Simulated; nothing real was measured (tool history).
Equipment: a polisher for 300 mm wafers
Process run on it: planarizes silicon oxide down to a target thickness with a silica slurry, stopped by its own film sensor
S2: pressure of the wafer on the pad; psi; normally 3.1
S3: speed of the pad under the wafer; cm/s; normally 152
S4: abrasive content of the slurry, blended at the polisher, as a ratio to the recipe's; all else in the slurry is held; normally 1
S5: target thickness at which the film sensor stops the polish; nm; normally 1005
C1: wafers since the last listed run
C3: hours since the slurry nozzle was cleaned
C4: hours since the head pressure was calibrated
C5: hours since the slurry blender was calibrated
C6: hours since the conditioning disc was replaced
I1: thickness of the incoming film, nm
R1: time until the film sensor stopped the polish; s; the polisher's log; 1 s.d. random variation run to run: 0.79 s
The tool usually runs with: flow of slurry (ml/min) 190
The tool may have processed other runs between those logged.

{"run": 1, "hour": 0.0, "flow of slurry (ml/min)": 190, "S2": 2.3, "S3": 172, "S4": 1, "S5": 1005, "C1": 0, "wafers polished on this pad": 2251, "C3": 322.7, "C4": 552, "C5": 334.6, "C6": 305.6, "I1": 1228.2, "R1": 73.7}
{"run": 2, "hour": 168.4, "flow of slurry (ml/min)": 190, "S2": 3.1, "S3": 152, "S4": 0.85, "S5": 1005, "C1": 1315, "wafers polished on this pad": 3567, "C3": 491.1, "C4": 720.4, "C5": 503, "C6": 474, "I1": 1214.8, "R1": 62.7}
{"hour": 187.0, "done": "slurry blender recalibrated"}
{"hour": 243.1, "done": "worn pad replaced by a new one"}
{"run": 3, "hour": 266.1, "flow of slurry (ml/min)": 190, "S2": 3.1, "S3": 152, "S4": 1, "S5": 1005, "C1": 716, "wafers polished on this pad": 179, "C3": 588.8, "C4": 818.1, "C5": 79.1, "C6": 571.7, "I1": 1194.5, "R1": 48.9}
{"hour": 291.0, "done": "conditioning disc replaced and pad reconditioned"}
{"hour": 375.9, "done": "slurry nozzle cleaned"}
{"run": 4, "hour": 522.3, "flow of slurry (ml/min)": 190, "S2": 3.1, "S3": 152, "S4": 1, "S5": 1005, "C1": 1978, "wafers polished on this pad": 2158, "C3": 146.4, "C4": 1074.3, "C5": 335.3, "C6": 231.3, "I1": 1218, "R1": 53}
{"run": 5, "hour": 628.9, "flow of slurry (ml/min)": 190, "S2": 3.1, "S3": 152, "S4": 1, "S5": 1005, "C1": 833, "wafers polished on this pad": 2991, "C3": 253, "C4": 1180.9, "C5": 441.9, "C6": 337.9, "I1": 1225.9, "R1": 56.3}
{"hour": 716.9, "done": "head pressure recalibrated"}
{"hour": 726.0, "done": "slurry blender recalibrated"}
{"hour": 841.4, "done": "worn pad replaced by a new one"}
{"hour": 843.5, "done": "conditioning disc replaced and pad reconditioned"}
{"run": 6, "hour": 925.4, "flow of slurry (ml/min)": 190, "S2": 3.1, "S3": 152, "S4": 0.8, "S5": 1005, "C1": 2238, "wafers polished on this pad": 640, "C3": 549.5, "C4": 208.5, "C5": 199.4, "C6": 81.9, "I1": 1222.2, "R1": 71.4}
{"run": 7, "hour": 1082.2, "flow of slurry (ml/min)": 190, "S2": 3.1, "S3": 152, "S4": 1, "S5": 1005, "C1": 1225, "wafers polished on this pad": 1865, "C3": 706.3, "C4": 365.3, "C5": 356.2, "C6": 238.7, "I1": 1227.8, "R1": 61.7}
{"hour": 1135.7, "done": "slurry nozzle cleaned"}
{"run": 8, "hour": 1138.7, "flow of slurry (ml/min)": 190, "S2": 3.1, "S3": 152, "S4": 1, "S5": 1005, "C1": 433, "wafers polished on this pad": 2299, "C3": 3, "C4": 421.8, "C5": 412.7, "C6": 295.2, "I1": 1209, "R1": 55.5}
{"run": 9, "hour": 1200.5, "flow of slurry (ml/min)": 190, "S2": 3.1, "S3": 152, "S4": 1, "S5": 1005, "C1": 482, "wafers polished on this pad": 2782, "C3": 64.8, "C4": 483.6, "C5": 474.5, "C6": 357, "I1": 1228.9, "R1": 60.2}
{"hour": 1258.3, "done": "slurry blender recalibrated"}
{"run": 10, "hour": 1282.7, "flow of slurry (ml/min)": 190, "S2": 3.1, "S3": 152, "S4": 0.9, "S5": 1005, "C1": 626, "wafers polished on this pad": 3409, "C3": 147, "C4": 565.8, "C5": 24.4, "C6": 439.2, "I1": 1217.4, "R1": 63.5}
{"hour": 1372.9, "done": "worn pad replaced by a new one"}
{"run": 11, "hour": 1389.5, "flow of slurry (ml/min)": 190, "S2": 3.1, "S3": 152, "S4": 1, "S5": 1030, "C1": 803, "wafers polished on this pad": 129, "C3": 253.8, "C4": 672.6, "C5": 131.2, "C6": 546, "I1": 1219.7, "R1": 51.9}
{"hour": 1435.1, "done": "conditioning disc replaced and pad reconditioned"}
{"run": 12, "hour": 1456.8, "flow of slurry (ml/min)": 190, "S2": 3.1, "S3": 152, "S4": 1, "S5": 1005, "C1": 510, "wafers polished on this pad": 640, "C3": 321.1, "C4": 739.9, "C5": 198.5, "C6": 21.7, "I1": 1211.4, "R1": 54.6}
{"run": 13, "hour": 1759.4, "flow of slurry (ml/min)": 160, "S2": 2.1, "S3": 190, "S4": 1, "S5": 1005, "C1": 2364, "wafers polished on this pad": 3004, "C3": 623.7, "C4": 1042.5, "C5": 501.1, "C6": 324.3, "I1": 1216.7, "R1": 74.7}
{"hour": 1777.1, "done": "slurry blender recalibrated"}
{"run": 14, "hour": 1826.2, "flow of slurry (ml/min)": 190, "S2": 3.1, "S3": 152, "S4": 1, "S5": 1005, "C1": 506, "wafers polished on this pad": 3511, "C3": 690.5, "C4": 1109.3, "C5": 49.1, "C6": 391.1, "I1": 1195.3, "R1": 49}
{"run": 15, "hour": 1907.6, "flow of slurry (ml/min)": 190, "S2": 3.1, "S3": 152, "S4": 1, "S5": 1025, "C1": 636, "wafers polished on this pad": 4147, "C3": 771.9, "C4": 1190.7, "C5": 130.5, "C6": 472.5, "I1": 1199.7, "R1": 45.5}
{"hour": 1925.4, "done": "worn pad replaced by a new one"}
{"hour": 1950.7, "done": "head pressure recalibrated"}
{"hour": 1955.9, "done": "conditioning disc replaced and pad reconditioned"}
{"hour": 1964.7, "done": "slurry nozzle cleaned"}
{"run": 16, "hour": 2005.1, "flow of slurry (ml/min)": 135, "S2": 3.1, "S3": 152, "S4": 1, "S5": 1005, "C1": 691, "wafers polished on this pad": 583, "C3": 40.4, "C4": 54.4, "C5": 228, "C6": 49.2, "I1": 1210.2, "R1": 61.2}
{"run": 17, "hour": 2089.5, "flow of slurry (ml/min)": 145, "S2": 3.7, "S3": 170, "S4": 0.8, "S5": 1005, "C1": 659, "wafers polished on this pad": 1243, "C3": 124.8, "C4": 138.8, "C5": 312.4, "C6": 133.6, "I1": 1208.6, "R1": 55.9}
{"run": 18, "hour": 2196.4, "flow of slurry (ml/min)": 190, "S2": 3.1, "S3": 152, "S4": 1, "S5": 1005, "C1": 835, "wafers polished on this pad": 2078, "C3": 231.7, "C4": 245.7, "C5": 419.3, "C6": 240.5, "I1": 1217.4, "R1": 58.8}
{"run": 19, "hour": 2269.3, "flow of slurry (ml/min)": 190, "S2": 3.1, "S3": 152, "S4": 1, "S5": 1005, "C1": 569, "wafers polished on this pad": 2648, "C3": 304.6, "C4": 318.6, "C5": 492.2, "C6": 313.4, "I1": 1224.5, "R1": 59.6}
{"run": 20, "hour": 2342.0, "flow of slurry (ml/min)": 245, "S2": 3.1, "S3": 152, "S4": 1, "S5": 1005, "C1": 568, "wafers polished on this pad": 3216, "C3": 377.3, "C4": 391.3, "C5": 564.9, "C6": 386.1, "I1": 1219.3, "R1": 57.6}
{"hour": 2345.1, "done": "slurry blender recalibrated"}
{"run": 21, "hour": 2395.2, "flow of slurry (ml/min)": 190, "S2": 2.3, "S3": 104, "S4": 1, "S5": 1005, "C1": 400, "wafers polished on this pad": 3616, "C3": 430.5, "C4": 444.5, "C5": 50.1, "C6": 439.3, "I1": 1222.6, "R1": 97.1}
{"hour": 2410.8, "done": "worn pad replaced by a new one"}
{"run": 22, "hour": 2435.3, "flow of slurry (ml/min)": 220, "S2": 3.5, "S3": 118, "S4": 0.75, "S5": 1005, "C1": 282, "wafers polished on this pad": 191, "C3": 470.6, "C4": 484.6, "C5": 90.2, "C6": 479.4, "I1": 1209.1, "R1": 67.9}
{"hour": 2441.4, "done": "conditioning disc replaced and pad reconditioned"}
{"run": 23, "hour": 2523.2, "flow of slurry (ml/min)": 190, "S2": 2.2, "S3": 152, "S4": 1, "S5": 1005, "C1": 671, "wafers polished on this pad": 862, "C3": 558.5, "C4": 572.5, "C5": 178.1, "C6": 81.8, "I1": 1213, "R1": 78.2}
{"run": 24, "hour": 2572.9, "flow of slurry (ml/min)": 145, "S2": 3.1, "S3": 152, "S4": 1, "S5": 1005, "C1": 388, "wafers polished on this pad": 1251, "C3": 608.2, "C4": 622.2, "C5": 227.8, "C6": 131.5, "I1": 1218.9, "R1": 60.6}

Predict each of these 5 candidate next runs independently; none follows another, all start after run 24:
{"run": "A", "hour": 2573.3, "flow of slurry (ml/min)": 190, "S2": 3.4, "S3": 152, "S4": 1, "S5": 1005, "C1": 3, "wafers polished on this pad": 1254, "C3": 608.6, "C4": 622.6, "C5": 228.2, "C6": 131.9, "I1": 1216.1, "R1": "?"}
{"run": "B", "hour": 2573.3, "flow of slurry (ml/min)": 190, "S2": 2.8, "S3": 152, "S4": 1, "S5": 974, "C1": 3, "wafers polished on this pad": 1254, "C3": 608.6, "C4": 622.6, "C5": 228.2, "C6": 131.9, "I1": 1216.1, "R1": "?"}
{"run": "C", "hour": 2573.3, "flow of slurry (ml/min)": 150, "S2": 3.1, "S3": 152, "S4": 1, "S5": 955, "C1": 3, "wafers polished on this pad": 1254, "C3": 608.6, "C4": 622.6, "C5": 228.2, "C6": 131.9, "I1": 1216.1, "R1": "?"}
{"run": "D", "hour": 2573.3, "flow of slurry (ml/min)": 190, "S2": 4, "S3": 152, "S4": 0.9, "S5": 1049, "C1": 3, "wafers polished on this pad": 1254, "C3": 608.6, "C4": 622.6, "C5": 228.2, "C6": 131.9, "I1": 1216.1, "R1": "?"}
{"run": "E", "hour": 2573.3, "flow of slurry (ml/min)": 190, "S2": 3.1, "S3": 110, "S4": 1, "S5": 948, "C1": 3, "wafers polished on this pad": 1254, "C3": 608.6, "C4": 622.6, "C5": 228.2, "C6": 131.9, "I1": 1216.1, "R1": "?"}

run=A R1=50.7
run=B R1=70.7
run=C R1=71.5
run=D R1=36.7
run=E R1=84.1
The same runs, with their run-to-run variation unchanged, on a tool lacking any hidden condition would have given:
run=A R1=53.6
run=B R1=74.6
run=C R1=75.5
run=D R1=38.7
run=E R1=88.8
